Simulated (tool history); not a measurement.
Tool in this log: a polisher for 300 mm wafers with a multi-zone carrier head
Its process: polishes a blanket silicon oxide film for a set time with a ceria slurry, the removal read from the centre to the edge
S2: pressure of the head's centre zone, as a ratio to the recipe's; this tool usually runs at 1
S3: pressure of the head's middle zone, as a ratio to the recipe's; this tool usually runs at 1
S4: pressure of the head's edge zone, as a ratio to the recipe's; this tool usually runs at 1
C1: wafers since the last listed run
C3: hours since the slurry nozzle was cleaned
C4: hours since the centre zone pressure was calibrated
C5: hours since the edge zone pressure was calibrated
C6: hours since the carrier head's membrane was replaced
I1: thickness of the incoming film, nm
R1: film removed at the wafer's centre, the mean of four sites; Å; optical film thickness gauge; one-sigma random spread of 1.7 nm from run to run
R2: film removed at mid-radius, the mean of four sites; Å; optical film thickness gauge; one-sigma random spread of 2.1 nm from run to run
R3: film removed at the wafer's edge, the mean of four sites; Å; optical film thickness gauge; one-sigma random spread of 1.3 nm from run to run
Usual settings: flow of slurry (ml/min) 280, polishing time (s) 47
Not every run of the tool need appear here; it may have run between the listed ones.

Run 1, hour 0: usual settings; C1 0; wafers polished on this pad 508; C3 767.4; C4 924.5; C5 38.3; C6 116.7; I1 1818.7. Result: R1 1312 Å, R2 1343 Å, R3 1375 Å.
Run 2, hour 13: usual settings; C1 197; wafers polished on this pad 705; C3 780.4; C4 937.5; C5 51.3; C6 129.7; I1 1847.6. Result: R1 1283 Å, R2 1342 Å, R3 1384 Å.
At hour 23.9: slurry nozzle cleaned.
Run 3, hour 53.1: usual settings but flow of slurry (ml/min) 210, S2 1.12, polishing time (s) 61; C1 594; wafers polished on this pad 1300; C3 29.2; C4 977.6; C5 91.4; C6 169.8; I1 1825. Result: R1 2118 Å, R2 1879 Å, R3 1903 Å.
Run 4, hour 67.8: usual settings but S2 1.1; C1 223; wafers polished on this pad 1523; C3 43.9; C4 992.3; C5 106.1; C6 184.5; I1 1844.9. Result: R1 1665 Å, R2 1567 Å, R3 1496 Å.
Run 5, hour 83.8: usual settings but S2 1.03; C1 243; wafers polished on this pad 1766; C3 59.9; C4 1008.3; C5 122.1; C6 200.5; I1 1829.6. Result: R1 1546 Å, R2 1564 Å, R3 1530 Å.
At hour 102.1: worn pad replaced by a new one.
Run 6, hour 102.6: usual settings but flow of slurry (ml/min) 210, S2 1.12, polishing time (s) 61; C1 224; wafers polished on this pad 7; C3 78.7; C4 1027.1; C5 140.9; C6 219.3; I1 1788.3. Result: R1 2120 Å, R2 1888 Å, R3 1906 Å.
Run 7, hour 113.3: usual settings; C1 162; wafers polished on this pad 169; C3 89.4; C4 1037.8; C5 151.6; C6 230; I1 1835.3. Result: R1 1503 Å, R2 1530 Å, R3 1512 Å.
Run 8, hour 123.8: usual settings; C1 159; wafers polished on this pad 329; C3 99.9; C4 1048.3; C5 162.1; C6 240.5; I1 1832.7. Result: R1 1508 Å, R2 1544 Å, R3 1526 Å.
Run 9, hour 138.2: usual settings but flow of slurry (ml/min) 190, S2 0.89, S4 1.06; C1 218; wafers polished on this pad 548; C3 114.3; C4 1062.7; C5 176.5; C6 254.9; I1 1784.6. Result: R1 1271 Å, R2 1415 Å, R3 1493 Å.
Run 10, hour 150.7: usual settings but S2 0.91, S3 1.03; C1 189; wafers polished on this pad 738; C3 126.8; C4 1075.2; C5 189; C6 267.4; I1 1793.8. Result: R1 1390 Å, R2 1572 Å, R3 1531 Å.
Run 11, hour 168: usual settings but flow of slurry (ml/min) 305, S4 0.91, polishing time (s) 57; C1 262; wafers polished on this pad 1001; C3 144.1; C4 1092.5; C5 206.3; C6 284.7; I1 1808.4. Result: R1 1843 Å, R2 1861 Å, R3 1798 Å.
Run 12, hour 181.3: usual settings but flow of slurry (ml/min) 305; C1 202; wafers polished on this pad 1203; C3 157.4; C4 1105.8; C5 219.6; C6 298; I1 1830.8. Result: R1 1549 Å, R2 1547 Å, R3 1539 Å.
At hour 186.3: centre zone pressure recalibrated.
Run 13, hour 216.5: usual settings but S4 1.07, polishing time (s) 31; C1 504; wafers polished on this pad 1708; C3 192.6; C4 30.2; C5 254.8; C6 333.2; I1 1838.6. Result: R1 1009 Å, R2 1032 Å, R3 1043 Å.
At hour 221.3: worn pad replaced by a new one.
Run 14, hour 229.9: usual settings; C1 142; wafers polished on this pad 130; C3 206; C4 43.6; C5 268.2; C6 346.6; I1 1824.1. Result: R1 1492 Å, R2 1533 Å, R3 1494 Å.
Run 15, hour 238.7: usual settings; C1 133; wafers polished on this pad 264; C3 214.8; C4 52.4; C5 277; C6 355.4; I1 1804.1. Result: R1 1506 Å, R2 1514 Å, R3 1523 Å.
Run 16, hour 247: usual settings but flow of slurry (ml/min) 315, S2 0.9, S3 0.9, polishing time (s) 43; C1 126; wafers polished on this pad 390; C3 223.1; C4 60.7; C5 285.3; C6 363.7; I1 1815.4. Result: R1 1236 Å, R2 1355 Å, R3 1388 Å.
Run 17, hour 261.1: usual settings; C1 214; wafers polished on this pad 604; C3 237.2; C4 74.8; C5 299.4; C6 377.8; I1 1785. Result: R1 1464 Å, R2 1496 Å, R3 1489 Å.
Run 18, hour 268.4: usual settings; C1 110; wafers polished on this pad 715; C3 244.5; C4 82.1; C5 306.7; C6 385.1; I1 1825. Result: R1 1529 Å, R2 1499 Å, R3 1499 Å.
Run 19, hour 282.6: usual settings; C1 215; wafers polished on this pad 931; C3 258.7; C4 96.3; C5 320.9; C6 399.3; I1 1807.2. Result: R1 1537 Å, R2 1505 Å, R3 1496 Å.
Run 20, hour 298.9: usual settings but flow of slurry (ml/min) 245, S4 0.93; C1 247; wafers polished on this pad 1179; C3 275; C4 112.6; C5 337.2; C6 415.6; I1 1816.6. Result: R1 1477 Å, R2 1500 Å, R3 1435 Å.
Run 21, hour 311.4: usual settings but polishing time (s) 31; C1 189; wafers polished on this pad 1369; C3 287.5; C4 125.1; C5 349.7; C6 428.1; I1 1807.5. Result: R1 997 Å, R2 1010 Å, R3 981 Å.
Run 22, hour 318.1: usual settings but flow of slurry (ml/min) 375, S2 1.04, S3 1.08, polishing time (s) 61; C1 101; wafers polished on this pad 1470; C3 294.2; C4 131.8; C5 356.4; C6 434.8; I1 1794.9. Result: R1 2085 Å, R2 2118 Å, R3 1981 Å.
Run 23, hour 332.2: usual settings but flow of slurry (ml/min) 315, S2 0.9, S3 0.9, polishing time (s) 43; C1 214; wafers polished on this pad 1685; C3 308.3; C4 145.9; C5 370.5; C6 448.9; I1 1799.5. Result: R1 1230 Å, R2 1318 Å, R3 1383 Å.

Alternative continuations, all from the tool just after run 23; predict every row:
Run A, hour 332.6: usual settings but S3 1.06; C1 6; wafers polished on this pad 1691; C3 308.7; C4 146.3; C5 370.9; C6 449.3; I1 1811. Result: R1 ?, R2 ?, R3 ?.
Run B, hour 332.6: usual settings but flow of slurry (ml/min) 180; C1 6; wafers polished on this pad 1691; C3 308.7; C4 146.3; C5 370.9; C6 449.3; I1 1811. Result: R1 ?, R2 ?, R3 ?.
Run C, hour 332.6: usual settings but S3 0.96, polishing time (s) 52; C1 6; wafers polished on this pad 1691; C3 308.7; C4 146.3; C5 370.9; C6 449.3; I1 1811. Result: R1 ?, R2 ?, R3 ?.

run    R1    R2    R3
  A  1502  1591  1507
  B  1394  1441  1435
  C  1661  1667  1669
Stripped of hidden state, with their random variation kept, the same runs would have yielded:
run    R1    R2    R3
  A  1519  1608  1519
  B  1419  1464  1452
  C  1680  1684  1682

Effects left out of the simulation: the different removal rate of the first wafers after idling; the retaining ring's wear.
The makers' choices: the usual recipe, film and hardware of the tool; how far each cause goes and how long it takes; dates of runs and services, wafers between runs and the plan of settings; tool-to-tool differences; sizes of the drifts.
